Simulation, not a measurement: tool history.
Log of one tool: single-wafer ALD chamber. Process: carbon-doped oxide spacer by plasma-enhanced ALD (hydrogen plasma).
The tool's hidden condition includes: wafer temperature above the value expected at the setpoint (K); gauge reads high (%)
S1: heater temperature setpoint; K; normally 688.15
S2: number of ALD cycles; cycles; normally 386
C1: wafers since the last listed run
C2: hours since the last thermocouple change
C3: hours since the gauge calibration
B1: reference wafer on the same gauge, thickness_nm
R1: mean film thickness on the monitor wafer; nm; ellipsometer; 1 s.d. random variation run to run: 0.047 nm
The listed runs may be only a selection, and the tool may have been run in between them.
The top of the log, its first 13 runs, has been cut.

| run | day | S1 | S2 | C1 | C2 | C3 | B1 | R1 |
|---|---|---|---|---|---|---|---|---|
| 14 | 21.571 | 688.15 | 386 | 51 | 1510.4 | 1381.6 | 19.197 | 18.544 |
| 15 | 24.017 | 688.15 | 386 | 50 | 1569.1 | 1440.3 | 19.218 | 18.511 |
| 16 | 25.288 | 688.15 | 386 | 26 | 1599.6 | 1470.8 | 19.19 | 18.52 |
| 17 | 28.138 | 676.15 | 444 | 58 | 1668 | 1539.2 | 19.212 | 22.075 |
| 18 | 30.85 | 699.15 | 386 | 55 | 1733.1 | 1604.3 | 19.2 | 17.83 |
|  | 32.054 | gauge calibrated |
| 19 | 32.446 | 688.15 | 386 | 32 | 1771.4 | 9.4 | 19.202 | 18.498 |
| 20 | 34.779 | 696.15 | 420 | 47 | 1827.4 | 65.4 | 19.219 | 19.613 |
| 21 | 36.233 | 692.15 | 335 | 29 | 1862.3 | 100.3 | 19.205 | 15.814 |
| 22 | 38.9 | 688.15 | 386 | 54 | 1926.3 | 164.3 | 19.22 | 18.472 |
| 23 | 40.583 | 688.15 | 386 | 34 | 1966.7 | 204.7 | 19.213 | 18.453 |
| 24 | 41.617 | 697.15 | 331 | 21 | 1991.5 | 229.5 | 19.192 | 15.372 |
| 25 | 43.258 | 676.15 | 386 | 33 | 2030.9 | 268.9 | 19.187 | 19.053 |
| 26 | 45.729 | 688.15 | 386 | 50 | 2090.2 | 328.2 | 19.195 | 18.375 |
|  | 46.638 | thermocouple changed; heater temperature recalibrated |
| 27 | 47.817 | 681.15 | 461 | 36 | 28.3 | 378.3 | 19.183 | 22.819 |
| 28 | 48.825 | 703.15 | 346 | 20 | 52.5 | 402.5 | 19.212 | 16.127 |
| 29 | 50.867 | 678.15 | 332 | 41 | 101.5 | 451.5 | 19.194 | 16.557 |
| 30 | 53.804 | 688.15 | 386 | 60 | 172 | 522 | 19.202 | 18.805 |
| 31 | 55.183 | 676.15 | 358 | 28 | 205.1 | 555.1 | 19.2 | 18.029 |
| 32 | 57.558 | 697.15 | 426 | 48 | 262.1 | 612.1 | 19.213 | 20.17 |
| 33 | 58.904 | 688.15 | 386 | 27 | 294.4 | 644.4 | 19.19 | 18.758 |

Below are 4 alternative next runs, each starting from the tool's condition after run 33. Predict each:
| A | 58.946 | 688.15 | 412 | 0 | 295.4 | 645.4 | ? | ? |
| B | 58.946 | 677.15 | 346 | 0 | 295.4 | 645.4 | ? | ? |
| C | 58.946 | 700.15 | 324 | 0 | 295.4 | 645.4 | ? | ? |
| D | 58.946 | 695.15 | 429 | 0 | 295.4 | 645.4 | ? | ? |

| run | B1 | R1 |
|---|---|---|
| A | 19.192 | 20.043 |
| B | 19.192 | 17.345 |
| C | 19.192 | 15.238 |
| D | 19.192 | 20.465 |
With no hidden state in the tool, these same runs would have given:
| run | R1 |
|---|---|
| A | 20.082 |
| B | 17.377 |
| C | 15.268 |
| D | 20.506 |
